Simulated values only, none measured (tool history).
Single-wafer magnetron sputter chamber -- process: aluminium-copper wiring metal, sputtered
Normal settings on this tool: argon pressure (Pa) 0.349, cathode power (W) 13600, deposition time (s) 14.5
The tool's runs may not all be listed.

run,hour,argon pressure (Pa),cathode power (W),deposition time (s),wafers since the last listed run,wafers on the sputter target,hours since the last manometer calibration,hours since the magnet pack was replaced,hours since the gauge calibration,"read-back reference wafer on the same gauge, thickness_nm",mean film thickness on the monitor wafer (Å)
1,0.0,0.349,13600,14.5,0,7985,257.7,4185.9,1330.4,352.876,3592.85
# hour 62.2: magnet pack replaced
2,62.7,0.349,13600,14.5,1695,9680,320.4,0.5,1393.1,353.064,3592.50
3,114.3,0.349,13600,14.5,1599,11279,372.0,52.1,1444.7,352.848,3582.77
4,141.0,0.349,13600,14.5,827,12107,398.7,78.8,1471.4,353.628,3583.23
5,187.0,0.349,13600,14.5,1425,13532,444.7,124.8,1517.4,352.808,3543.69
# hour 216.0: sputter target and shields replaced
6,249.5,0.349,13600,14.5,1689,1038,507.2,187.3,1579.9,352.639,3655.93
7,307.2,0.349,13600,14.5,1788,2826,564.9,245.0,1637.6,353.362,3657.30
8,364.0,0.349,13600,14.5,1760,4586,621.7,301.8,1694.4,352.598,3649.36
9,407.4,0.349,13600,14.5,1345,5931,665.1,345.2,1737.8,352.841,3664.56
# hour 459.6: gauge calibrated
10,465.0,0.349,13600,14.5,1785,7716,722.7,402.8,5.4,352.916,3661.88
11,505.7,0.245,11450,13.2,1261,8978,763.4,443.5,46.1,352.947,2852.65
12,551.9,0.349,13600,14.5,1431,10409,809.6,489.7,92.3,352.742,3604.39
13,607.2,0.349,13600,14.5,1713,12123,864.9,545.0,147.6,353.519,3586.64
14,642.8,0.424,15450,15.4,1103,13227,900.5,580.6,183.2,353.322,4172.91
# hour 760.0: sputter target and shields replaced
15,854.7,0.349,13600,14.5,6319,2935,1112.4,792.5,395.1,353.528,3684.91
16,919.1,0.271,11300,12.7,1995,4931,1176.8,856.9,459.5,353.715,2755.78
17,959.9,0.349,11400,14.5,1264,6195,1217.6,897.7,500.3,352.538,3060.14
18,1006.7,0.349,13600,14.5,1450,7645,1264.4,944.5,547.1,352.633,3664.62
# hour 1031.7: capacitance manometer re-zeroed and calibrated
19,1034.9,0.228,13600,14.5,626,8271,3.2,972.7,575.3,353.120,3780.22
20,1072.0,0.349,11700,14.5,1149,9421,40.3,1009.8,612.4,353.048,3085.27
21,1114.1,0.349,13600,16.3,1304,10726,82.4,1051.9,654.5,352.760,4040.38
22,1171.1,0.349,13600,16.2,1766,12493,139.4,1108.9,711.5,353.505,4006.75
23,1213.5,0.349,15400,14.5,1314,13807,181.8,1151.3,753.9,353.085,4051.14
24,1259.5,0.349,13600,14.5,1425,15232,227.8,1197.3,799.9,353.483,3530.35
# hour 1282.6: sputter target and shields replaced
25,1319.5,0.349,13600,14.5,1611,1144,287.8,1257.3,859.9,353.565,3685.48
26,1360.3,0.349,10700,14.5,1264,2408,328.6,1298.1,900.7,352.985,2876.77
27,1424.5,0.349,13600,15.7,1989,4398,392.8,1362.3,964.9,353.007,3956.98
28,1495.0,0.262,13600,14.5,2184,6583,463.3,1432.8,1035.4,353.649,3758.84
29,1549.9,0.349,13600,14.5,1701,8284,518.2,1487.7,1090.3,352.753,3635.55
30,1597.2,0.286,13600,12.9,1465,9750,565.5,1535.0,1137.6,352.820,3308.29
31,1626.7,0.429,13600,12.2,914,10664,595.0,1564.5,1167.1,353.173,2950.19
32,1670.1,0.349,13600,14.5,1345,12009,638.4,1607.9,1210.5,353.398,3588.02
33,1758.0,0.418,15850,14.5,2724,14733,726.3,1695.8,1298.4,352.611,4046.60

Selected run-to-run steps in mean film thickness on the monitor wafer (Å), each split into two signed amounts: the part the tool would show with no hidden state at all (from settings, incoming material and random variation), and the remainder, which goes to the hidden state together with any gauge scatter not common to the measured and the hidden-state-free results:
Hidden state at play: deposition rate above that of a new target (%); true argon pressure above the setpoint (%); gauge reads high (%).
Run 5 -> 6: sputter target and shields replaced. mean film thickness on the monitor wafer (Å) +112.24: hidden state +117.71, all else -5.47.
Run 14 -> 15: argon pressure (Pa) 0.424 -> 0.349, cathode power (W) 15450 -> 13600, deposition time (s) 15.4 -> 14.5, sputter target and shields replaced. mean film thickness on the monitor wafer (Å) -488.00: hidden state +99.73, all else -587.73.
Run 15 -> 16: argon pressure (Pa) 0.349 -> 0.271, cathode power (W) 13600 -> 11300, deposition time (s) 14.5 -> 12.7. mean film thickness on the monitor wafer (Å) -929.13: hidden state -4.68, all else -924.45.
Run 20 -> 21: cathode power (W) 11700 -> 13600, deposition time (s) 14.5 -> 16.3. mean film thickness on the monitor wafer (Å) +955.11: hidden state -28.81, all else +983.92.
Run 24 -> 25: sputter target and shields replaced. mean film thickness on the monitor wafer (Å) +155.13: hidden state +122.96, all else +32.17.
Run 26 -> 27: cathode power (W) 10700 -> 13600, deposition time (s) 14.5 -> 15.7. mean film thickness on the monitor wafer (Å) +1080.21: hidden state -8.63, all else +1088.84.
